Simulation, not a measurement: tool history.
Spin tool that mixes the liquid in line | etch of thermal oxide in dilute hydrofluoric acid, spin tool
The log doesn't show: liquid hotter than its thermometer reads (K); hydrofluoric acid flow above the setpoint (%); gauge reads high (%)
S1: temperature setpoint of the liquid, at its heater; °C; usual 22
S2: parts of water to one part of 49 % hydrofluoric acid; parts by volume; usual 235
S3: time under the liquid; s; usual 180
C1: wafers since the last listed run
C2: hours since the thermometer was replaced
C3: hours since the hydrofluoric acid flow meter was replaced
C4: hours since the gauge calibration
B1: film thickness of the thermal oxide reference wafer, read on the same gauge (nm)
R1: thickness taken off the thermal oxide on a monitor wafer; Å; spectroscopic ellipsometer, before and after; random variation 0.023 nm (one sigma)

run 1 hour=0 | S1=22 S2=235 S3=100 | C1=0 C2=1610.6 C3=971.8 C4=207.8 | B1=129.964 | R1=16.65
run 2 hour=99.1 | S1=22 S2=235 S3=100 | C1=826 C2=1709.7 C3=1070.9 C4=306.9 | B1=129.976 | R1=16.7
run 3 hour=144.4 | S1=22 S2=235 S3=100 | C1=377 C2=1755 C3=1116.2 C4=352.2 | B1=130.002 | R1=16.84
run 4 hour=231 | S1=22 S2=235 S3=180 | C1=722 C2=1841.6 C3=1202.8 C4=438.8 | B1=129.999 | R1=30.3
run 5 hour=269 | S1=22 S2=235 S3=180 | C1=316 C2=1879.6 C3=1240.8 C4=476.8 | B1=129.997 | R1=30.37
run 6 hour=375.5 | S1=22 S2=235 S3=180 | C1=888 C2=1986.1 C3=1347.3 C4=583.3 | B1=129.998 | R1=30.29
run 7 hour=436.6 | S1=22 S2=235 S3=180 | C1=509 C2=2047.2 C3=1408.4 C4=644.4 | B1=130.001 | R1=31.2
run 8 hour=490.5 | S1=22 S2=235 S3=180 | C1=449 C2=2101.1 C3=1462.3 C4=698.3 | B1=130.014 | R1=30.6
run 9 hour=555.2 | S1=22 S2=235 S3=180 | C1=539 C2=2165.8 C3=1527 C4=763 | B1=130.012 | R1=31.17
run 10 hour=623.3 | S1=22 S2=235 S3=180 | C1=567 C2=2233.9 C3=1595.1 C4=831.1 | B1=130.011 | R1=30.84
-- hour=650.6 hydrofluoric acid flow meter replaced
run 11 hour=694.7 | S1=22 S2=235 S3=180 | C1=587 C2=2305.3 C3=44.1 C4=902.5 | B1=130.046 | R1=31.16
run 12 hour=743.4 | S1=22 S2=235 S3=180 | C1=406 C2=2354 C3=92.8 C4=951.2 | B1=129.994 | R1=31.18
-- hour=762 thermometer replaced
run 13 hour=797.2 | S1=20 S2=270 S3=180 | C1=440 C2=35.2 C3=146.6 C4=1005 | B1=129.991 | R1=21.82
run 14 hour=902.2 | S1=18 S2=235 S3=180 | C1=875 C2=140.2 C3=251.6 C4=1110 | B1=129.978 | R1=23.98
run 15 hour=970.2 | S1=27 S2=185 S3=220 | C1=567 C2=208.2 C3=319.6 C4=1178 | B1=129.99 | R1=55.6
run 16 hour=1027.1 | S1=22 S2=125 S3=110 | C1=474 C2=265.1 C3=376.5 C4=1234.9 | B1=130.025 | R1=36.98
run 17 hour=1192.7 | S1=22 S2=235 S3=240 | C1=1381 C2=430.7 C3=542.1 C4=1400.5 | B1=129.963 | R1=38.27
run 18 hour=1274.6 | S1=25 S2=235 S3=110 | C1=683 C2=512.6 C3=624 C4=1482.4 | B1=130.06 | R1=19.4
run 19 hour=1344.2 | S1=22 S2=235 S3=180 | C1=580 C2=582.2 C3=693.6 C4=1552 | B1=130.007 | R1=28.9
run 20 hour=1381.4 | S1=23.5 S2=305 S3=95 | C1=310 C2=619.4 C3=730.8 C4=1589.2 | B1=130.003 | R1=11.6
run 21 hour=1432.9 | S1=22 S2=235 S3=180 | C1=429 C2=670.9 C3=782.3 C4=1640.7 | B1=129.988 | R1=28.9
-- hour=1439.4 gauge calibrated
run 22 hour=1598.5 | S1=22 S2=235 S3=180 | C1=1381 C2=836.5 C3=947.9 C4=159.1 | B1=129.978 | R1=29.14
run 23 hour=1649.1 | S1=22 S2=150 S3=180 | C1=422 C2=887.1 C3=998.5 C4=209.7 | B1=130.018 | R1=50.27
run 24 hour=1751.5 | S1=26 S2=235 S3=180 | C1=854 C2=989.5 C3=1100.9 C4=312.1 | B1=130.023 | R1=34.15
run 25 hour=1815.3 | S1=22 S2=235 S3=180 | C1=532 C2=1053.3 C3=1164.7 C4=375.9 | B1=130.011 | R1=29.19

5 ways to go on from here, each from the tool as it stands after run 25. What would each give?
run A hour=1815.8 | S1=22 S2=235 S3=180 | C1=4 C2=1053.8 C3=1165.2 C4=376.4 | B1=? | R1=?
run B hour=1815.8 | S1=19 S2=235 S3=140 | C1=4 C2=1053.8 C3=1165.2 C4=376.4 | B1=? | R1=?
run C hour=1815.8 | S1=26 S2=235 S3=125 | C1=4 C2=1053.8 C3=1165.2 C4=376.4 | B1=? | R1=?
run D hour=1815.8 | S1=19 S2=235 S3=135 | C1=4 C2=1053.8 C3=1165.2 C4=376.4 | B1=? | R1=?
run E hour=1815.8 | S1=22 S2=310 S3=285 | C1=4 C2=1053.8 C3=1165.2 C4=376.4 | B1=? | R1=?

run=A B1=130.001 R1=29.56
run=B B1=130.001 R1=20.57
run=C B1=130.001 R1=23.67
run=D B1=130.001 R1=19.84
run=E B1=130.001 R1=32.96
Without the tool's hidden state the same runs would have given:
run=A R1=28.13
run=B R1=19.55
run=C R1=22.58
run=D R1=18.85
run=E R1=31.43
